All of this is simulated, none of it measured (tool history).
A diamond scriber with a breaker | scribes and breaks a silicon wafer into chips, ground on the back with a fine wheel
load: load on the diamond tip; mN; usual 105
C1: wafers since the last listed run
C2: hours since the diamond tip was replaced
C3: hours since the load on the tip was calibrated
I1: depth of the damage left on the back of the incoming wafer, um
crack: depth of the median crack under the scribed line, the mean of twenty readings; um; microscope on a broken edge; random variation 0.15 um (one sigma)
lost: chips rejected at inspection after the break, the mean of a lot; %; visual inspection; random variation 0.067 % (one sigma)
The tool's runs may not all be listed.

{"run": 1, "day": 0.0, "load": 105, "C1": 0, "C2": 809.6, "C3": 996.2, "I1": 2.87, "crack": 14.22, "lost": 1.47}
{"run": 2, "day": 1.429, "load": 105, "C1": 93, "C2": 843.9, "C3": 1030.5, "I1": 2.47, "crack": 14.37, "lost": 1.1}
{"run": 3, "day": 3.871, "load": 105, "C1": 160, "C2": 902.5, "C3": 1089.1, "I1": 2.05, "crack": 14.5, "lost": 1.15}
{"run": 4, "day": 6.742, "load": 105, "C1": 188, "C2": 971.4, "C3": 1158.0, "I1": 2.18, "crack": 14.48, "lost": 1.37}
{"run": 5, "day": 8.071, "load": 105, "C1": 87, "C2": 1003.3, "C3": 1189.9, "I1": 2.52, "crack": 14.72, "lost": 1.56}
{"run": 6, "day": 10.775, "load": 105, "C1": 177, "C2": 1068.2, "C3": 1254.8, "I1": 2.73, "crack": 14.84, "lost": 1.57}
{"run": 7, "day": 12.9, "load": 105, "C1": 139, "C2": 1119.2, "C3": 1305.8, "I1": 1.92, "crack": 14.58, "lost": 1.38}
{"run": 8, "day": 14.617, "load": 80, "C1": 112, "C2": 1160.4, "C3": 1347.0, "I1": 2.87, "crack": 10.87, "lost": 15.04}
{"day": 15.529, "done": "diamond tip replaced by a new one"}
{"run": 9, "day": 15.812, "load": 80, "C1": 73, "C2": 6.8, "C3": 1375.7, "I1": 1.81, "crack": 10.84, "lost": 12.44}
{"run": 10, "day": 17.896, "load": 113, "C1": 136, "C2": 56.8, "C3": 1425.7, "I1": 2.46, "crack": 16.05, "lost": 4.02}
{"run": 11, "day": 19.092, "load": 113, "C1": 78, "C2": 85.5, "C3": 1454.4, "I1": 1.59, "crack": 15.84, "lost": 4.43}
{"run": 12, "day": 20.642, "load": 113, "C1": 101, "C2": 122.7, "C3": 1491.6, "I1": 2.27, "crack": 16.04, "lost": 5.08}
{"run": 13, "day": 22.367, "load": 120, "C1": 113, "C2": 164.1, "C3": 1533.0, "I1": 1.95, "crack": 17.11, "lost": 8.21}
{"run": 14, "day": 25.25, "load": 120, "C1": 189, "C2": 233.3, "C3": 1602.2, "I1": 2.15, "crack": 17.19, "lost": 9.09}
{"run": 15, "day": 27.188, "load": 120, "C1": 127, "C2": 279.8, "C3": 1648.7, "I1": 2.47, "crack": 16.97, "lost": 10.49}
{"run": 16, "day": 30.05, "load": 129, "C1": 188, "C2": 348.5, "C3": 1717.4, "I1": 1.75, "crack": 18.53, "lost": 15.52}
{"run": 17, "day": 31.383, "load": 105, "C1": 87, "C2": 380.5, "C3": 1749.4, "I1": 2.0, "crack": 15.4, "lost": 2.11}
{"run": 18, "day": 32.583, "load": 105, "C1": 78, "C2": 409.3, "C3": 1778.2, "I1": 2.37, "crack": 15.13, "lost": 2.29}
{"run": 19, "day": 35.254, "load": 73, "C1": 175, "C2": 473.4, "C3": 1842.3, "I1": 2.17, "crack": 10.34, "lost": 20.89}
{"day": 40.133, "done": "load on the tip recalibrated"}
{"run": 20, "day": 43.392, "load": 105, "C1": 529, "C2": 668.7, "C3": 78.2, "I1": 2.5, "crack": 14.13, "lost": 1.08}
{"run": 21, "day": 44.654, "load": 83, "C1": 82, "C2": 699.0, "C3": 108.5, "I1": 1.81, "crack": 11.24, "lost": 9.78}
{"run": 22, "day": 47.233, "load": 86, "C1": 169, "C2": 760.9, "C3": 170.4, "I1": 2.12, "crack": 11.48, "lost": 9.6}
{"run": 23, "day": 48.65, "load": 105, "C1": 93, "C2": 794.9, "C3": 204.4, "I1": 2.87, "crack": 13.89, "lost": 1.42}
{"run": 24, "day": 50.229, "load": 91, "C1": 103, "C2": 832.8, "C3": 242.3, "I1": 2.8, "crack": 12.26, "lost": 5.21}
{"run": 25, "day": 52.896, "load": 105, "C1": 175, "C2": 896.8, "C3": 306.3, "I1": 2.95, "crack": 14.39, "lost": 1.41}
{"run": 26, "day": 54.567, "load": 126, "C1": 109, "C2": 936.9, "C3": 346.4, "I1": 2.71, "crack": 16.98, "lost": 7.24}
{"run": 27, "day": 56.621, "load": 136, "C1": 134, "C2": 986.2, "C3": 395.7, "I1": 2.55, "crack": 18.11, "lost": 15.06}
{"day": 62.017, "done": "diamond tip replaced by a new one"}
{"run": 28, "day": 65.017, "load": 105, "C1": 546, "C2": 72.0, "C3": 597.2, "I1": 1.81, "crack": 14.13, "lost": 0.82}
{"run": 29, "day": 67.896, "load": 79, "C1": 189, "C2": 141.1, "C3": 666.3, "I1": 1.75, "crack": 10.41, "lost": 16.31}
{"run": 30, "day": 70.583, "load": 95, "C1": 176, "C2": 205.6, "C3": 730.8, "I1": 2.06, "crack": 12.77, "lost": 1.89}
{"run": 31, "day": 73.088, "load": 105, "C1": 164, "C2": 265.7, "C3": 790.9, "I1": 2.06, "crack": 14.16, "lost": 1.08}
{"run": 32, "day": 74.254, "load": 135, "C1": 76, "C2": 293.7, "C3": 818.9, "I1": 2.02, "crack": 18.53, "lost": 12.67}
{"run": 33, "day": 75.342, "load": 127, "C1": 71, "C2": 319.8, "C3": 845.0, "I1": 2.54, "crack": 17.35, "lost": 11.27}
{"run": 34, "day": 78.167, "load": 121, "C1": 185, "C2": 387.6, "C3": 912.8, "I1": 2.47, "crack": 16.78, "lost": 5.87}
{"run": 35, "day": 80.475, "load": 105, "C1": 151, "C2": 443.0, "C3": 968.2, "I1": 2.18, "crack": 14.44, "lost": 1.2}
{"run": 36, "day": 82.179, "load": 105, "C1": 111, "C2": 483.9, "C3": 1009.1, "I1": 2.9, "crack": 14.52, "lost": 1.59}

Hidden state or all else? Some run-to-run changes of crack, split into what the settings, what came in and random variation would give without the hidden state, and what is left for the hidden state (with any gauge scatter that isn't in both results):
The hidden state here: share of the diamond tip's cutting effectiveness lost through wear, %; deviation of the load on the tip from its setpoint, %.
Run 9 -> 10: load 80 -> 113. crack +5.21 um: hidden state +0.34, all else +4.87.
Run 18 -> 19: load 105 -> 73. crack -4.79 um: hidden state -0.35, all else -4.44.
Run 19 -> 20: load 73 -> 105, load on the tip recalibrated. crack +3.79 um: hidden state -0.73, all else +4.52.
Run 31 -> 32: load 105 -> 135. crack +4.37 um: hidden state +0.16, all else +4.21.
